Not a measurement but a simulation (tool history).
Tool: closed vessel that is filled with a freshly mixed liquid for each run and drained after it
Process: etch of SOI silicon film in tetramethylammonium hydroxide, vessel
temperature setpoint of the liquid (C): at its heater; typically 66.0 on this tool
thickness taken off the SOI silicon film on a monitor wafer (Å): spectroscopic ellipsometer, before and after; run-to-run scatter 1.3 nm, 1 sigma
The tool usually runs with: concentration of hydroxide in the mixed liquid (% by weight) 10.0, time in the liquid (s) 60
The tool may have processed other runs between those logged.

run	hour	temperature setpoint of the liquid (C)	concentration of hydroxide in the mixed liquid (% by weight)	time in the liquid (s)	wafers since the last listed run	hours since the thermometer was replaced	hours since the hydroxide flow meter was replaced	hours since the gauge calibration	read-back film thickness of the SOI silicon film reference wafer, read on the same gauge (nm)	thickness taken off the SOI silicon film on a monitor wafer (Å)
1	0.0	66.0	10.0	60	0	1650.3	1061.1	133.5	49.99	3533.7
2	28.7	70.5	11.0	60	2424	1679.0	1089.8	162.2	50.01	4504.4
3	61.9	70.5	11.0	60	2804	1712.2	1123.0	195.4	50.00	4462.5
4	74.4	70.5	11.0	60	1055	1724.7	1135.5	207.9	50.03	4462.0
5	96.5	70.0	10.0	60	1866	1746.8	1157.6	230.0	49.99	4514.7
6	117.6	66.0	10.0	45	1782	1767.9	1178.7	251.1	50.01	2661.3
7	145.9	66.0	10.0	60	2390	1796.2	1207.0	279.4	50.02	3532.9
8	161.2	62.0	10.0	60	1292	1811.5	1222.3	294.7	49.98	2780.7
9	179.2	62.0	10.0	60	1520	1829.5	1240.3	312.7	50.00	2774.8
# hour 199.2: hydroxide flow meter replaced
10	214.4	66.0	7.5	60	2888	1864.7	15.2	347.9	50.01	3925.9
11	274.8	63.0	11.5	80	5101	1925.1	75.6	408.3	49.99	3759.5
12	291.6	66.0	10.0	60	1418	1941.9	92.4	425.1	49.99	3545.4
13	315.8	66.0	10.0	60	2043	1966.1	116.6	449.3	50.02	3555.3
# hour 328.5: gauge calibrated
14	333.0	68.0	7.0	40	1452	1983.3	133.8	4.5	50.01	3006.3
# hour 362.8: thermometer replaced
15	367.7	63.0	11.0	75	2846	4.9	168.5	39.2	49.97	3588.9
16	397.7	72.5	9.0	80	2533	34.9	198.5	69.2	49.99	7306.5
17	432.5	66.0	10.0	60	2939	69.7	233.3	104.0	50.02	3549.9
18	454.1	73.5	7.5	85	1824	91.3	254.9	125.6	50.02	8660.7
19	466.7	66.0	12.0	40	1064	103.9	267.5	138.2	50.00	2225.8
20	483.5	66.0	10.0	60	1418	120.7	284.3	155.0	49.99	3559.6
21	509.9	62.5	10.0	60	2229	147.1	310.7	181.4	49.99	2874.9

Hidden state, per run?
liquid colder than its thermometer reads (K): 0 at every run
hydroxide flow below the setpoint (%): 0 at every run
gauge reads high (%): 0 at every run

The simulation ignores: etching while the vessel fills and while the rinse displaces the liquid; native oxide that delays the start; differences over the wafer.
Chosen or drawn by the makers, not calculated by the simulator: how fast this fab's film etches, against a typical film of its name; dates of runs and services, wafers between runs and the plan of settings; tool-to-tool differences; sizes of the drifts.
